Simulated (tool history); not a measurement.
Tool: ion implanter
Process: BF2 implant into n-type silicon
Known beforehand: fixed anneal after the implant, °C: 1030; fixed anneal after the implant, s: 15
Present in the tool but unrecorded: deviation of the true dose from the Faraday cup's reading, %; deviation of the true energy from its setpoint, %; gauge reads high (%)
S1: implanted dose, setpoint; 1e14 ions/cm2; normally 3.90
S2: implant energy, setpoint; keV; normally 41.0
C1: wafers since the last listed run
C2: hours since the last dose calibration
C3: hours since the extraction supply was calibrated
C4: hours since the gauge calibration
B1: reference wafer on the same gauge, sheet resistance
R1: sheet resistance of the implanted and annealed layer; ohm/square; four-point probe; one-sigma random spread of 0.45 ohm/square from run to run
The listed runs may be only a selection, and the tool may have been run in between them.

run,hour,S1,S2,C1,C2,C3,C4,B1,R1
1,0.0,3.90,41.0,0,328.4,4900.9,1444.9,312.01,300.77
2,83.1,3.90,41.0,1085,411.5,4984.0,1528.0,312.17,301.29
3,185.2,3.90,41.0,1333,513.6,5086.1,1630.1,312.08,303.29
# hour 196.8: gauge calibrated
# hour 247.6: Faraday cup replaced and dose calibrated
4,286.8,3.90,41.0,1222,39.2,5187.7,90.0,311.97,299.01
5,349.8,4.34,41.0,822,102.2,5250.7,153.0,311.95,273.65
6,587.7,3.90,52.5,3107,340.1,5488.6,390.9,311.83,295.01
7,672.6,3.90,52.5,1109,425.0,5573.5,475.8,311.83,294.88
8,732.1,3.90,52.5,777,484.5,5633.0,535.3,311.89,295.92
9,775.5,3.90,45.0,566,527.9,5676.4,578.7,312.30,300.66
# hour 818.0: Faraday cup replaced and dose calibrated
10,832.8,3.90,48.0,643,14.8,5733.7,636.0,312.23,294.40
11,886.6,3.90,48.0,702,68.6,5787.5,689.8,312.25,294.80
12,959.8,3.90,48.0,956,141.8,5860.7,763.0,312.11,295.09
13,1014.2,3.90,41.0,710,196.2,5915.1,817.4,311.91,299.98
14,1109.6,3.90,41.0,1246,291.6,6010.5,912.8,311.93,300.83
# hour 1186.6: extraction supply calibrated
15,1191.7,4.47,41.0,967,373.7,5.1,994.9,312.06,267.24
16,1271.5,4.47,41.0,1042,453.5,84.9,1074.7,312.09,268.75
17,1308.9,4.47,41.0,488,490.9,122.3,1112.1,312.21,269.63
# hour 1379.9: Faraday cup replaced and dose calibrated
18,1382.7,4.80,53.5,859,2.8,196.1,1185.9,311.91,244.31
19,1443.3,3.10,41.0,791,63.4,256.7,1246.5,311.93,363.60
20,1711.6,4.58,37.0,3504,331.7,525.0,1514.8,311.92,264.63
21,1815.2,3.28,52.5,1353,435.3,628.6,1618.4,312.17,340.09
22,1910.1,3.90,41.0,1239,530.2,723.5,1713.3,312.12,302.75
# hour 1941.2: Faraday cup replaced and dose calibrated
23,1963.8,4.43,47.0,596,22.6,777.2,1767.0,312.02,263.89
24,2048.8,4.94,35.5,1110,107.6,862.2,1852.0,311.99,248.41
# hour 2082.5: gauge calibrated
25,2107.2,3.90,41.0,762,166.0,920.6,24.7,312.03,299.16
26,2197.8,4.82,33.0,1183,256.6,1011.2,115.3,311.85,255.56
27,2263.3,3.44,54.5,855,322.1,1076.7,180.8,311.98,324.83
28,2328.1,3.90,45.0,846,386.9,1141.5,245.6,312.04,298.80
29,2399.1,3.90,41.0,927,457.9,1212.5,316.6,311.98,301.70
30,2435.5,3.90,41.0,475,494.3,1248.9,353.0,312.17,303.06
31,2510.1,3.00,29.0,974,568.9,1323.5,427.6,312.01,393.04
32,2556.3,3.90,41.0,603,615.1,1369.7,473.8,312.13,303.50
# hour 2613.5: Faraday cup replaced and dose calibrated
33,2643.3,3.16,45.5,1031,29.8,1456.7,560.8,311.89,353.32
34,2716.0,3.90,41.0,949,102.5,1529.4,633.5,311.74,299.64
35,2769.0,4.94,35.5,692,155.5,1582.4,686.5,311.90,248.78
36,2818.0,4.70,55.0,640,204.5,1631.4,735.5,312.01,249.39
37,2921.3,4.34,47.0,1349,307.8,1734.7,838.8,312.30,271.38

Branching from run 37: 4 alternative next runs. What would each branch give?
A,2921.7,3.44,41.0,5,308.2,1735.1,839.2,?,?
B,2921.7,4.41,28.5,5,308.2,1735.1,839.2,?,?
C,2921.7,4.58,30.5,5,308.2,1735.1,839.2,?,?
D,2921.7,4.21,41.0,5,308.2,1735.1,839.2,?,?

run,B1,R1
A,311.98,335.08
B,311.98,281.15
C,311.98,270.28
D,311.98,282.01
The same runs, with their run-to-run variation unchanged, on a tool lacking any hidden condition would have given:
run,R1
A,331.88
B,278.49
C,267.72
D,279.30
